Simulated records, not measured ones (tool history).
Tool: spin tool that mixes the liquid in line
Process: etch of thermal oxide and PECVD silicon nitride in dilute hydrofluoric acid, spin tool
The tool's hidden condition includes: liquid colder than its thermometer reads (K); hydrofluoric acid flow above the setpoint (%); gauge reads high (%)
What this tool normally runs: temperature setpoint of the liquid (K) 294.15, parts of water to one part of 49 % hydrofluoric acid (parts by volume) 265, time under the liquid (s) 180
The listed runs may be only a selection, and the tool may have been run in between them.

run   hour  temperature setpoint of the liquid (K)  parts of water to one part of 49 % hydrofluoric acid (parts by volume)  time under the liquid (s)  wafers since the last listed run  hours since the thermometer was replaced  hours since the hydrofluoric acid flow meter was replaced  hours since the gauge calibration  read-back film thickness of the thermal oxide reference wafer, read on the same gauge (nm)  read-back film thickness of the PECVD silicon nitride reference wafer, read on the same gauge (nm)  thickness taken off the thermal oxide on a monitor wafer (angstrom)  thickness taken off the PECVD silicon nitride on a monitor wafer (angstrom)
  1      0                                  294.15                                                                     265                        180                                 0                                    2933.1                                                      748.2                              201.2                                                                                     110.002                                                                                              60.002                                                                29.03                                                                        12.46
  2   44.1                                  294.15                                                                     265                        180                               410                                    2977.2                                                      792.3                              245.3                                                                                     110.032                                                                                              59.996                                                                29.91                                                                        13.03
  3   64.2                                  294.15                                                                     265                        180                               187                                    2997.3                                                      812.4                              265.4                                                                                     109.986                                                                                              59.993                                                                29.84                                                                        12.43
  4   94.1                                  294.15                                                                     265                        180                               278                                    3027.2                                                      842.3                              295.3                                                                                     109.999                                                                                              60.022                                                                30.49                                                                        12.69
  5    117                                  294.15                                                                     265                        180                               213                                    3050.1                                                      865.2                              318.2                                                                                     109.954                                                                                              60.068                                                                29.44                                                                        13.23
  6  148.4                                  294.15                                                                     265                        180                               292                                    3081.5                                                      896.6                              349.6                                                                                     110.034                                                                                              60.016                                                                28.98                                                                        13.31
  7  169.2                                  294.15                                                                     265                        180                               193                                    3102.3                                                      917.4                              370.4                                                                                     110.044                                                                                              60.001                                                                30.34                                                                        13.04
  8  197.1                                  294.15                                                                     235                        180                               259                                    3130.2                                                      945.3                              398.3                                                                                     110.011                                                                                              60.016                                                                34.53                                                                        14.22
  9  219.3                                  294.15                                                                     235                        180                               206                                    3152.4                                                      967.5                              420.5                                                                                     110.021                                                                                              60.005                                                                35.87                                                                        14.34
     236.2  -- hydrofluoric acid flow meter replaced
 10    247                                  294.15                                                                     265                        180                               248                                    3180.1                                                       10.8                              448.2                                                                                     110.035                                                                                              59.951                                                                25.77                                                                        11.47
 11  261.4                                  294.15                                                                     265                        180                               134                                    3194.5                                                       25.2                              462.6                                                                                     109.987                                                                                               60.05                                                                26.34                                                                         11.5
 12  288.4                                  294.15                                                                     210                        180                               251                                    3221.5                                                       52.2                              489.6                                                                                     110.054                                                                                              60.024                                                                34.53                                                                        14.88
     294.7  -- gauge calibrated
 13  314.4                                  290.15                                                                     310                        245                               242                                    3247.5                                                       78.2                               19.7                                                                                     109.994                                                                                              60.005                                                                25.84                                                                        10.17
 14  327.7                                  299.15                                                                     265                        180                               123                                    3260.8                                                       91.5                                 33                                                                                     109.987                                                                                              60.007                                                                31.38                                                                        15.32
     339.2  -- thermometer replaced
 15  362.8                                  296.15                                                                     380                        180                               317                                      23.6                                                      126.6                               68.1                                                                                     110.031                                                                                              59.956                                                                17.84                                                                         9.82
 16  382.5                                  290.15                                                                     265                        105                               183                                      43.3                                                      146.3                               87.8                                                                                     110.035                                                                                              60.013                                                                13.37                                                                          5.1
 17  415.7                                  294.15                                                                     265                        180                               309                                      76.5                                                      179.5                                121                                                                                     110.022                                                                                              60.012                                                                27.08                                                                        12.03
 18    433                                  294.15                                                                     265                        180                               161                                      93.8                                                      196.8                              138.3                                                                                     110.011                                                                                               59.99                                                                 27.9                                                                        12.38
 19  453.3                                  298.65                                                                     195                        180                               189                                     114.1                                                      217.1                              158.6                                                                                      110.01                                                                                              59.998                                                                46.97                                                                        21.06
 20  468.4                                  294.15                                                                     265                        215                               140                                     129.2                                                      232.2                              173.7                                                                                         110                                                                                              60.025                                                                32.54                                                                        13.92
 21  488.4                                  290.15                                                                     205                        285                               186                                     149.2                                                      252.2                              193.7                                                                                     109.976                                                                                              60.005                                                                48.54                                                                        18.98
 22  592.9                                  295.65                                                                     265                        140                               973                                     253.7                                                      356.7                              298.2                                                                                     110.059                                                                                              59.974                                                                   23                                                                         9.53
 23  610.8                                  294.15                                                                     265                        180                               166                                     271.6                                                      374.6                              316.1                                                                                      110.04                                                                                              60.018                                                                28.21                                                                        11.33

Below are 4 alternative next runs, each starting from the tool's condition after run 23. Predict each:
  A  611.3                                  294.15                                                                     220                        180                                 4                                     272.1                                                      375.1                              316.6                                                                                           ?                                                                                                   ?                                                                    ?                                                                            ?
  B  611.3                                  296.15                                                                     350                        180                                 4                                     272.1                                                      375.1                              316.6                                                                                           ?                                                                                                   ?                                                                    ?                                                                            ?
  C  611.3                                  290.65                                                                     230                         85                                 4                                     272.1                                                      375.1                              316.6                                                                                           ?                                                                                                   ?                                                                    ?                                                                            ?
  D  611.3                                  294.15                                                                     310                        225                                 4                                     272.1                                                      375.1                              316.6                                                                                           ?                                                                                                   ?                                                                    ?                                                                            ?

run  read-back film thickness of the thermal oxide reference wafer, read on the same gauge (nm)  read-back film thickness of the PECVD silicon nitride reference wafer, read on the same gauge (nm)  thickness taken off the thermal oxide on a monitor wafer (angstrom)  thickness taken off the PECVD silicon nitride on a monitor wafer (angstrom)
  A                                                                                     109.959                                                                                              60.028                                                                34.18                                                                        14.26
  B                                                                                     109.959                                                                                              60.028                                                                20.56                                                                        10.27
  C                                                                                     109.959                                                                                              60.028                                                                13.36                                                                         5.12
  D                                                                                     109.959                                                                                              60.028                                                                27.98                                                                        12.76
What these runs would have given with no unlogged condition in the tool:
run  thickness taken off the thermal oxide on a monitor wafer (angstrom)  thickness taken off the PECVD silicon nitride on a monitor wafer (angstrom)
  A                                                                31.36                                                                        13.31
  B                                                                18.73                                                                         9.57
  C                                                                12.27                                                                         4.79
  D                                                                25.56                                                                        11.91
